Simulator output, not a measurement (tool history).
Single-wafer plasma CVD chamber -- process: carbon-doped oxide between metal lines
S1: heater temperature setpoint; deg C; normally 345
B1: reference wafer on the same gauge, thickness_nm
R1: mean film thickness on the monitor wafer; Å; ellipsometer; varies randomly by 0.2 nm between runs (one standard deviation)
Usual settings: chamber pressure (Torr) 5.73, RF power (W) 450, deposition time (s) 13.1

run 1 day=0 | S1=345 chamber_pressure_(Torr)=5.73 RF_power_(W)=450 deposition_time_(s)=13.1 | B1=69.76 | R1=695.02
run 2 day=1.171 | S1=345 chamber_pressure_(Torr)=5.73 RF_power_(W)=450 deposition_time_(s)=13.1 | B1=69.642 | R1=694.65
run 3 day=3.162 | S1=345 chamber_pressure_(Torr)=5.73 RF_power_(W)=505 deposition_time_(s)=13.1 | B1=69.723 | R1=768.62
run 4 day=4.254 | S1=345 chamber_pressure_(Torr)=5.73 RF_power_(W)=505 deposition_time_(s)=13.1 | B1=69.691 | R1=769
run 5 day=6.038 | S1=345 chamber_pressure_(Torr)=5.73 RF_power_(W)=505 deposition_time_(s)=13.1 | B1=69.687 | R1=763.54
run 6 day=7.146 | S1=345 chamber_pressure_(Torr)=5.73 RF_power_(W)=450 deposition_time_(s)=14.3 | B1=69.652 | R1=758.69
run 7 day=9.438 | S1=345 chamber_pressure_(Torr)=5.73 RF_power_(W)=485 deposition_time_(s)=13.1 | B1=69.712 | R1=743.49
run 8 day=11.804 | S1=345 chamber_pressure_(Torr)=6.46 RF_power_(W)=380 deposition_time_(s)=14 | B1=69.647 | R1=624.77
run 9 day=13.925 | S1=345 chamber_pressure_(Torr)=5.73 RF_power_(W)=450 deposition_time_(s)=13.1 | B1=69.766 | R1=693.35
run 10 day=15.912 | S1=345 chamber_pressure_(Torr)=5.73 RF_power_(W)=450 deposition_time_(s)=13.1 | B1=69.658 | R1=691.59
-- day=16.733 gauge calibrated
-- day=20.812 thermocouple changed; heater temperature recalibrated
run 11 day=21.708 | S1=345 chamber_pressure_(Torr)=5.73 RF_power_(W)=450 deposition_time_(s)=13.1 | B1=69.808 | R1=685.42
run 12 day=23.488 | S1=345 chamber_pressure_(Torr)=5.73 RF_power_(W)=420 deposition_time_(s)=13.1 | B1=69.692 | R1=639.58
-- day=24.554 showerhead replaced
run 13 day=25.775 | S1=331 chamber_pressure_(Torr)=5.73 RF_power_(W)=450 deposition_time_(s)=13.1 | B1=69.667 | R1=712.02
run 14 day=28.746 | S1=335 chamber_pressure_(Torr)=5.73 RF_power_(W)=450 deposition_time_(s)=11.4 | B1=69.688 | R1=616.98
-- day=36.6 RF generator calibrated
run 15 day=37.104 | S1=345 chamber_pressure_(Torr)=5.73 RF_power_(W)=390 deposition_time_(s)=11.1 | B1=69.703 | R1=501.62
run 16 day=38.475 | S1=349 chamber_pressure_(Torr)=5.73 RF_power_(W)=370 deposition_time_(s)=13.1 | B1=69.679 | R1=553.62
run 17 day=40.275 | S1=345 chamber_pressure_(Torr)=4.56 RF_power_(W)=450 deposition_time_(s)=13.1 | B1=69.722 | R1=665.23
run 18 day=41.817 | S1=345 chamber_pressure_(Torr)=6.5 RF_power_(W)=450 deposition_time_(s)=11.6 | B1=69.745 | R1=618.83
run 19 day=42.988 | S1=345 chamber_pressure_(Torr)=5.73 RF_power_(W)=450 deposition_time_(s)=13.1 | B1=69.623 | R1=689.78
run 20 day=49.267 | S1=345 chamber_pressure_(Torr)=5.73 RF_power_(W)=450 deposition_time_(s)=13.1 | B1=69.643 | R1=692.97
run 21 day=51.75 | S1=345 chamber_pressure_(Torr)=5.05 RF_power_(W)=500 deposition_time_(s)=13.1 | B1=69.653 | R1=737.42
run 22 day=54.671 | S1=336 chamber_pressure_(Torr)=7.08 RF_power_(W)=530 deposition_time_(s)=14.4 | B1=69.704 | R1=912.08
run 23 day=57.133 | S1=345 chamber_pressure_(Torr)=5.73 RF_power_(W)=450 deposition_time_(s)=13.1 | B1=69.628 | R1=692.41
run 24 day=59.238 | S1=345 chamber_pressure_(Torr)=5.73 RF_power_(W)=425 deposition_time_(s)=13.1 | B1=69.606 | R1=652.26
run 25 day=61.988 | S1=332 chamber_pressure_(Torr)=5.73 RF_power_(W)=505 deposition_time_(s)=13.1 | B1=69.727 | R1=795.08
-- day=63.812 capacitance manometer re-zeroed and calibrated
run 26 day=64.879 | S1=345 chamber_pressure_(Torr)=5.36 RF_power_(W)=450 deposition_time_(s)=13.1 | B1=69.677 | R1=687.05
run 27 day=66.946 | S1=338 chamber_pressure_(Torr)=6.66 RF_power_(W)=365 deposition_time_(s)=13.9 | B1=69.751 | R1=608.31
run 28 day=68.546 | S1=353 chamber_pressure_(Torr)=6.74 RF_power_(W)=540 deposition_time_(s)=11.1 | B1=69.721 | R1=684.38
run 29 day=69.642 | S1=345 chamber_pressure_(Torr)=5.73 RF_power_(W)=450 deposition_time_(s)=11.4 | B1=69.647 | R1=604.28

Alternative continuations, all from the tool just after run 29; predict every row:
run A day=69.658 | S1=345 chamber_pressure_(Torr)=5.73 RF_power_(W)=450 deposition_time_(s)=13.1 | B1=? | R1=?
run B day=69.658 | S1=339 chamber_pressure_(Torr)=4.5 RF_power_(W)=390 deposition_time_(s)=14.6 | B1=? | R1=?
run C day=69.658 | S1=345 chamber_pressure_(Torr)=6.48 RF_power_(W)=450 deposition_time_(s)=13.1 | B1=? | R1=?

run=A B1=69.713 R1=695.63
run=B B1=69.713 R1=651.38
run=C B1=69.713 R1=705.68
Without the tool's hidden state the same runs would have given:
run=A R1=685.39
run=B R1=640.92
run=C R1=695.29

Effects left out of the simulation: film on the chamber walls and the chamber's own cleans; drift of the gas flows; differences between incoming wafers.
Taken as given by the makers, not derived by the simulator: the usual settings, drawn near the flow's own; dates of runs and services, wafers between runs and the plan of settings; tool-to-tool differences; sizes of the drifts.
